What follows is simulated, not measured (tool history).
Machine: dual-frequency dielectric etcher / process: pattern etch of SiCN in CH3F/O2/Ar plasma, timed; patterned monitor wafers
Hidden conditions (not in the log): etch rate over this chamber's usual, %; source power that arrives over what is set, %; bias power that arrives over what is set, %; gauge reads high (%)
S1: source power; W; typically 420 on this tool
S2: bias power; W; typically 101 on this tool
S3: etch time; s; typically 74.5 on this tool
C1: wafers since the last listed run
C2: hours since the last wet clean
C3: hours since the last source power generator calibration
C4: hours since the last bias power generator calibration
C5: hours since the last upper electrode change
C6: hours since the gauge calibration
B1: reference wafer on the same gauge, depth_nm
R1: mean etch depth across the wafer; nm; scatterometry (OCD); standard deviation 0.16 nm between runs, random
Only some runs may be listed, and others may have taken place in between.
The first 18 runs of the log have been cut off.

run,hour,S1,S2,S3,C1,C2,C3,C4,C5,C6,B1,R1
19,472.8,420,91,74.5,215,441.9,213.3,4346.4,125.8,373.9,34.41,31.04
# hour 517.3: wet clean of the chamber
20,517.8,490,93,57.0,285,0.5,258.3,4391.4,170.8,418.9,34.47,24.91
21,525.3,460,101,61.5,101,8.0,265.8,4398.9,178.3,426.4,34.45,26.81
# hour 571.0: bias power generator calibrated
22,602.6,420,101,74.5,994,85.3,343.1,31.6,255.6,503.7,34.48,31.65
23,622.6,390,87,82.5,271,105.3,363.1,51.6,275.6,523.7,34.49,32.21
24,653.7,420,101,74.5,422,136.4,394.2,82.7,306.7,554.8,34.56,31.69
# hour 696.5: gauge calibrated
25,757.7,420,112,74.5,1411,240.4,498.2,186.7,410.7,61.2,34.50,32.93
26,772.1,420,101,74.5,195,254.8,512.6,201.1,425.1,75.6,34.52,31.86
27,785.5,340,118,89.5,181,268.2,526.0,214.5,438.5,89.0,34.48,37.04
28,801.8,340,101,74.5,221,284.5,542.3,230.8,454.8,105.3,34.54,28.96
29,854.5,500,101,59.5,715,337.2,595.0,283.5,507.5,158.0,34.51,27.59
30,871.8,490,86,63.0,234,354.5,612.3,300.8,524.8,175.3,34.48,26.92

Consider 4 possible next runs. They are alternatives, not a sequence: every one starts from the tool as it was left by run 30. What does each give?
A,872.2,420,101,74.5,5,354.9,612.7,301.2,525.2,175.7,?,?
B,872.2,320,122,95.0,5,354.9,612.7,301.2,525.2,175.7,?,?
C,872.2,420,101,61.5,5,354.9,612.7,301.2,525.2,175.7,?,?
D,872.2,350,118,54.5,5,354.9,612.7,301.2,525.2,175.7,?,?

run,B1,R1
A,34.53,32.10
B,34.53,39.12
C,34.53,26.50
D,34.53,23.03
With the hidden condition removed and each run's random variation left untouched, the same runs would have given:
run,R1
A,31.61
B,38.53
C,26.09
D,22.68

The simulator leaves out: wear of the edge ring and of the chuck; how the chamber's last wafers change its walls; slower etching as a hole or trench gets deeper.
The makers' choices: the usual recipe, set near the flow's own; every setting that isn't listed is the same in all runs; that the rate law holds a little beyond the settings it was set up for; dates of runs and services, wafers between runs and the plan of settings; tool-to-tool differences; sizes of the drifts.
